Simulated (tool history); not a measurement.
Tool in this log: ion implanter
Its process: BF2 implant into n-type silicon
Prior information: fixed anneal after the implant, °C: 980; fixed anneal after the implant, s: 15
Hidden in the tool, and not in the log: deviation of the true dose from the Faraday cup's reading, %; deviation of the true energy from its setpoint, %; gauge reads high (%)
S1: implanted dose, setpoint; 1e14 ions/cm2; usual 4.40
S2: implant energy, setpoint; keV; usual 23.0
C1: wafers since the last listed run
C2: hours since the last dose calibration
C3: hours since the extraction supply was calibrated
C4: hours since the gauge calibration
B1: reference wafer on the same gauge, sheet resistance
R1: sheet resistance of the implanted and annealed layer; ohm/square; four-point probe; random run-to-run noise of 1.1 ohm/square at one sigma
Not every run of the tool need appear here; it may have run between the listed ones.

run 1 hour=0.0 | S1=4.40 S2=23.0 | C1=0 C2=1607.4 C3=6217.2 C4=365.6 | B1=319.00 | R1=278.88
run 2 hour=12.0 | S1=4.40 S2=23.0 | C1=114 C2=1619.4 C3=6229.2 C4=377.6 | B1=319.49 | R1=277.84
run 3 hour=34.5 | S1=4.40 S2=23.0 | C1=214 C2=1641.9 C3=6251.7 C4=400.1 | B1=318.76 | R1=277.59
run 4 hour=54.4 | S1=4.40 S2=23.0 | C1=189 C2=1661.8 C3=6271.6 C4=420.0 | B1=318.73 | R1=278.76
run 5 hour=89.8 | S1=4.40 S2=23.0 | C1=337 C2=1697.2 C3=6307.0 C4=455.4 | B1=318.87 | R1=280.43
run 6 hour=111.7 | S1=4.40 S2=23.0 | C1=209 C2=1719.1 C3=6328.9 C4=477.3 | B1=319.10 | R1=279.17
run 7 hour=128.2 | S1=4.40 S2=23.0 | C1=157 C2=1735.6 C3=6345.4 C4=493.8 | B1=318.97 | R1=277.97
run 8 hour=147.5 | S1=4.40 S2=23.0 | C1=184 C2=1754.9 C3=6364.7 C4=513.1 | B1=319.60 | R1=279.76
run 9 hour=178.2 | S1=4.40 S2=20.0 | C1=293 C2=1785.6 C3=6395.4 C4=543.8 | B1=318.79 | R1=288.43
run 10 hour=192.0 | S1=4.40 S2=20.0 | C1=131 C2=1799.4 C3=6409.2 C4=557.6 | B1=319.23 | R1=288.80
run 11 hour=218.6 | S1=4.40 S2=23.0 | C1=253 C2=1826.0 C3=6435.8 C4=584.2 | B1=319.11 | R1=277.82
run 12 hour=247.7 | S1=4.40 S2=23.0 | C1=277 C2=1855.1 C3=6464.9 C4=613.3 | B1=319.06 | R1=277.14
-- hour=260.7 Faraday cup replaced and dose calibrated
run 13 hour=294.6 | S1=4.40 S2=23.0 | C1=371 C2=33.9 C3=6511.8 C4=660.2 | B1=318.96 | R1=277.68
-- hour=322.5 gauge calibrated
run 14 hour=325.6 | S1=4.40 S2=23.0 | C1=295 C2=64.9 C3=6542.8 C4=3.1 | B1=319.06 | R1=280.17
run 15 hour=343.6 | S1=4.40 S2=23.0 | C1=171 C2=82.9 C3=6560.8 C4=21.1 | B1=318.78 | R1=279.99
run 16 hour=371.2 | S1=4.40 S2=23.0 | C1=263 C2=110.5 C3=6588.4 C4=48.7 | B1=319.04 | R1=279.51
run 17 hour=404.4 | S1=4.40 S2=23.0 | C1=316 C2=143.7 C3=6621.6 C4=81.9 | B1=318.89 | R1=277.47
run 18 hour=427.3 | S1=4.40 S2=23.0 | C1=218 C2=166.6 C3=6644.5 C4=104.8 | B1=319.28 | R1=279.49
run 19 hour=449.4 | S1=4.40 S2=18.0 | C1=210 C2=188.7 C3=6666.6 C4=126.9 | B1=319.17 | R1=297.48
-- hour=460.7 extraction supply calibrated
run 20 hour=468.6 | S1=3.55 S2=30.0 | C1=106 C2=207.9 C3=7.9 C4=146.1 | B1=319.10 | R1=315.09
run 21 hour=495.0 | S1=3.49 S2=27.5 | C1=252 C2=234.3 C3=34.3 C4=172.5 | B1=319.14 | R1=318.72
run 22 hour=527.1 | S1=3.91 S2=23.0 | C1=306 C2=266.4 C3=66.4 C4=204.6 | B1=319.13 | R1=302.99
run 23 hour=544.2 | S1=4.40 S2=23.0 | C1=163 C2=283.5 C3=83.5 C4=221.7 | B1=319.10 | R1=278.87
run 24 hour=574.7 | S1=3.67 S2=15.0 | C1=291 C2=314.0 C3=114.0 C4=252.2 | B1=319.27 | R1=345.65
run 25 hour=599.6 | S1=4.40 S2=23.0 | C1=237 C2=338.9 C3=138.9 C4=277.1 | B1=319.30 | R1=281.16
run 26 hour=613.6 | S1=4.40 S2=25.0 | C1=133 C2=352.9 C3=152.9 C4=291.1 | B1=318.85 | R1=275.11
run 27 hour=634.8 | S1=3.90 S2=27.0 | C1=202 C2=374.1 C3=174.1 C4=312.3 | B1=319.05 | R1=293.56
run 28 hour=653.1 | S1=5.03 S2=27.0 | C1=174 C2=392.4 C3=192.4 C4=330.6 | B1=319.23 | R1=246.18
run 29 hour=672.4 | S1=4.40 S2=23.0 | C1=184 C2=411.7 C3=211.7 C4=349.9 | B1=319.07 | R1=281.81
run 30 hour=704.1 | S1=4.40 S2=29.5 | C1=302 C2=443.4 C3=243.4 C4=381.6 | B1=319.22 | R1=262.79
run 31 hour=722.9 | S1=5.17 S2=23.0 | C1=179 C2=462.2 C3=262.2 C4=400.4 | B1=319.55 | R1=253.85
run 32 hour=751.0 | S1=4.40 S2=23.0 | C1=268 C2=490.3 C3=290.3 C4=428.5 | B1=319.43 | R1=277.85
run 33 hour=771.5 | S1=4.40 S2=23.0 | C1=195 C2=510.8 C3=310.8 C4=449.0 | B1=319.15 | R1=277.45
run 34 hour=799.1 | S1=3.67 S2=15.0 | C1=263 C2=538.4 C3=338.4 C4=476.6 | B1=319.14 | R1=346.68

Forecast each of these 3 alternatives for the next run:
run A hour=799.5 | S1=4.40 S2=23.0 | C1=3 C2=538.8 C3=338.8 C4=477.0 | B1=? | R1=?
run B hour=799.5 | S1=5.67 S2=23.0 | C1=3 C2=538.8 C3=338.8 C4=477.0 | B1=? | R1=?
run C hour=799.5 | S1=3.08 S2=30.0 | C1=3 C2=538.8 C3=338.8 C4=477.0 | B1=? | R1=?

run=A B1=318.97 R1=279.20
run=B B1=318.97 R1=241.36
run=C B1=318.97 R1=355.28
Without the tool's unlogged condition, the same runs would have read:
run=A R1=279.20
run=B R1=241.36
run=C R1=355.28
